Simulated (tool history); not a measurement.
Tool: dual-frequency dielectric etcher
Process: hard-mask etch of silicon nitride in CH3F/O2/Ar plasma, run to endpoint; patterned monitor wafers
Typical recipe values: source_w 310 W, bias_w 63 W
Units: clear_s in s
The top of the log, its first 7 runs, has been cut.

run    hour  source_w  bias_w  incoming incoming film thickness, nm  clear_s
  8   373.4       310      54                                  52.8     98.6
  9   465.7       310      54                                  52.6     97.9
      496.9  -- wet clean of the chamber
 10   520.0       310      54                                  53.1     99.1
 11   589.1       310      55                                  52.8     98.2
 12   693.8       340      63                                  53.3     90.5
      749.7  -- upper electrode replaced
 13   750.2       340      63                                  52.7     88.9
 14   822.9       310      63                                  53.5     95.7
 15   918.6       310      63                                  53.7     96.1
 16   977.0       280      72                                  53.2     96.5
     1047.0  -- wet clean of the chamber
     1066.8  -- source power generator calibrated
 17  1074.6       310      78                                  52.4     84.5
 18  1164.8       230      72                                  53.2    105.2
 19  1256.4       310      63                                  53.3     92.6
 20  1332.6       370      56                                  53.2     85.9
 21  1398.0       310      51                                  53.1     97.4
 22  1447.5       310      63                                  53.4     92.2
     1542.1  -- bias power generator calibrated
     1631.3  -- wet clean of the chamber
 23  1687.7       340      74                                  52.9     82.6
 24  1768.9       240      69                                  53.4    104.5
 25  1866.6       310      63                                  53.2     91.3
 26  1912.2       310      57                                  53.3     94.5
 27  1965.6       340      57                                  53.4     90.9
 28  2037.1       310      53                                  53.3     96.6
     2138.2  -- wet clean of the chamber
 29  2141.9       290      59                                  53.2     96.8
 30  2184.9       310      63                                  52.9     91.4
 31  2266.1       310      63                                  52.8     91.0
 32  2372.6       310      63                                  54.2     92.9

5 ways to go on from here, each from the tool as it stands after run 32. What would each give?
  A  2373.0       310      67                                  53.0        ?
  B  2373.0       360      59                                  53.0        ?
  C  2373.0       270      48                                  53.0        ?
  D  2373.0       250      48                                  53.0        ?
  E  2373.0       350      63                                  53.0        ?

run  clear_s
  A     90.0
  B     86.2
  C    107.8
  D    113.0
  E     85.8
What these runs would have given with no unlogged condition in the tool:
run  clear_s
  A     90.0
  B     86.2
  C    107.8
  D    113.1
  E     85.8
